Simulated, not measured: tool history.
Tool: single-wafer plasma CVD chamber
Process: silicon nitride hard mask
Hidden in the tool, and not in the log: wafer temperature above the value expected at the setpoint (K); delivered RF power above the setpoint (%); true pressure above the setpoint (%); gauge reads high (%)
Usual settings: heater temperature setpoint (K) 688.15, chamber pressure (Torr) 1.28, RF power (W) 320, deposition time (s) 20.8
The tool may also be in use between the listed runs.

| run | hour | heater temperature setpoint (K) | chamber pressure (Torr) | RF power (W) | deposition time (s) | wafers since the last listed run | hours since the last thermocouple change | hours since the last RF generator calibration | hours since the last manometer calibration | hours since the showerhead was replaced | hours since the gauge calibration | read-back reference wafer on the same gauge, thickness_nm | mean film thickness on the monitor wafer (angstrom) |
|---|---|---|---|---|---|---|---|---|---|---|---|---|---|
| 1 | 0 | 688.15 | 1.28 | 320 | 20.8 | 0 | 2002.5 | 552.2 | 516.5 | 4571.8 | 616.4 | 20.903 | 248.87 |
| 2 | 97.9 | 688.15 | 1.28 | 320 | 20.8 | 2236 | 2100.4 | 650.1 | 614.4 | 4669.7 | 714.3 | 20.883 | 247.83 |
| 3 | 203.6 | 688.15 | 1.17 | 320 | 20.8 | 2415 | 2206.1 | 755.8 | 720.1 | 4775.4 | 820 | 20.907 | 241.78 |
| 4 | 245.7 | 688.15 | 1.17 | 320 | 20.8 | 961 | 2248.2 | 797.9 | 762.2 | 4817.5 | 862.1 | 20.905 | 240.95 |
| 5 | 327.7 | 688.15 | 1.28 | 320 | 20.8 | 1873 | 2330.2 | 879.9 | 844.2 | 4899.5 | 944.1 | 20.911 | 249.84 |
| 6 | 409.1 | 688.15 | 1.28 | 320 | 20.8 | 1859 | 2411.6 | 961.3 | 925.6 | 4980.9 | 1025.5 | 20.915 | 247.68 |
|  | 444.7 | showerhead replaced |
| 7 | 513.9 | 688.15 | 1.28 | 320 | 20.8 | 2211 | 2516.4 | 1066.1 | 1030.4 | 69.2 | 1130.3 | 20.89 | 249.39 |
| 8 | 561.9 | 688.15 | 1.28 | 320 | 20.8 | 1096 | 2564.4 | 1114.1 | 1078.4 | 117.2 | 1178.3 | 20.891 | 246.77 |
| 9 | 607.5 | 688.15 | 1.28 | 320 | 20.8 | 1041 | 2610 | 1159.7 | 1124 | 162.8 | 1223.9 | 20.912 | 249.14 |
| 10 | 679.7 | 688.15 | 1.28 | 320 | 20.8 | 1649 | 2682.2 | 1231.9 | 1196.2 | 235 | 1296.1 | 20.906 | 247.66 |
|  | 689.6 | thermocouple changed; heater temperature recalibrated |
|  | 726.9 | gauge calibrated |
|  | 933 | capacitance manometer re-zeroed and calibrated |
| 11 | 933.5 | 688.15 | 1.05 | 320 | 20.8 | 5433 | 243.9 | 1485.7 | 0.5 | 488.8 | 206.6 | 20.893 | 226.82 |
| 12 | 977.1 | 688.15 | 1.28 | 320 | 20.8 | 996 | 287.5 | 1529.3 | 44.1 | 532.4 | 250.2 | 20.868 | 243.02 |
| 13 | 1019 | 688.15 | 1.28 | 320 | 20.8 | 957 | 329.4 | 1571.2 | 86 | 574.3 | 292.1 | 20.903 | 243.69 |
| 14 | 1088.3 | 688.15 | 1.13 | 355 | 22.6 | 1583 | 398.7 | 1640.5 | 155.3 | 643.6 | 361.4 | 20.892 | 262.52 |
| 15 | 1154.2 | 688.15 | 1.28 | 320 | 20.8 | 1505 | 464.6 | 1706.4 | 221.2 | 709.5 | 427.3 | 20.886 | 241.52 |
|  | 1239.9 | RF generator calibrated |
| 16 | 1240.4 | 693.15 | 1.28 | 320 | 20.8 | 1786 | 550.8 | 0.5 | 307.4 | 795.7 | 513.5 | 20.884 | 248.21 |
| 17 | 1285.8 | 688.15 | 1.28 | 365 | 20.8 | 1037 | 596.2 | 45.9 | 352.8 | 841.1 | 558.9 | 20.898 | 262.74 |
| 18 | 1385.5 | 697.15 | 1.28 | 355 | 20.8 | 2278 | 695.9 | 145.6 | 452.5 | 940.8 | 658.6 | 20.897 | 258.79 |
| 19 | 1441.7 | 688.15 | 1.28 | 320 | 20.8 | 1284 | 752.1 | 201.8 | 508.7 | 997 | 714.8 | 20.904 | 247.8 |
| 20 | 1523.5 | 674.15 | 1.28 | 270 | 20.8 | 1869 | 833.9 | 283.6 | 590.5 | 1078.8 | 796.6 | 20.908 | 232.42 |
| 21 | 1597.5 | 703.15 | 1.08 | 355 | 20.8 | 1690 | 907.9 | 357.6 | 664.5 | 1152.8 | 870.6 | 20.873 | 243.2 |
| 22 | 1634.8 | 678.15 | 1.05 | 370 | 20.8 | 852 | 945.2 | 394.9 | 701.8 | 1190.1 | 907.9 | 20.897 | 248.92 |
| 23 | 1718.7 | 688.15 | 1.28 | 320 | 23.2 | 1916 | 1029.1 | 478.8 | 785.7 | 1274 | 991.8 | 20.898 | 278.27 |
| 24 | 1803.8 | 688.15 | 1.28 | 320 | 20.8 | 1944 | 1114.2 | 563.9 | 870.8 | 1359.1 | 1076.9 | 20.897 | 248.52 |
| 25 | 1843.6 | 677.15 | 1.28 | 320 | 20.8 | 909 | 1154 | 603.7 | 910.6 | 1398.9 | 1116.7 | 20.907 | 251.83 |
| 26 | 1906 | 688.15 | 1.28 | 355 | 22.2 | 1425 | 1216.4 | 666.1 | 973 | 1461.3 | 1179.1 | 20.892 | 278.62 |
| 27 | 1967.7 | 688.15 | 1.28 | 295 | 22.1 | 1409 | 1278.1 | 727.8 | 1034.7 | 1523 | 1240.8 | 20.899 | 256.6 |
| 28 | 2026 | 688.15 | 1.58 | 320 | 20.8 | 1332 | 1336.4 | 786.1 | 1093 | 1581.3 | 1299.1 | 20.905 | 265.32 |

What the log doesn't show, run by run:
wafer temperature above the value expected at the setpoint (K): 0 in every run
gauge reads high (%): 0 in every run
H1: delivered RF power above the setpoint (%)
H2: true pressure above the setpoint (%)
| run | H1 | H2 |
|---|---|---|
| 1 | -0.885 | 2.6 |
| 2 | -1.08 | 3.08 |
| 3 | -1.33 | 3.59 |
| 4 | -1.44 | 3.8 |
| 5 | -1.66 | 4.19 |
| 6 | -1.91 | 4.59 |
| 7 | -2.27 | 5.1 |
| 8 | -2.44 | 5.34 |
| 9 | -2.61 | 5.56 |
| 10 | -2.9 | 5.91 |
| 11 | -4.04 | 0.509 |
| 12 | -4.26 | 0.721 |
| 13 | -4.48 | 0.925 |
| 14 | -4.84 | 1.26 |
| 15 | -5.21 | 1.58 |
| 16 | -0.884 | 2 |
| 17 | -0.888 | 2.22 |
| 18 | -0.919 | 2.71 |
| 19 | -0.952 | 2.98 |
| 20 | -1.02 | 3.38 |
| 21 | -1.1 | 3.74 |
| 22 | -1.14 | 3.92 |
| 23 | -1.26 | 4.33 |
| 24 | -1.41 | 4.75 |
| 25 | -1.49 | 4.94 |
| 26 | -1.62 | 5.25 |
| 27 | -1.76 | 5.55 |
| 28 | -1.91 | 5.83 |
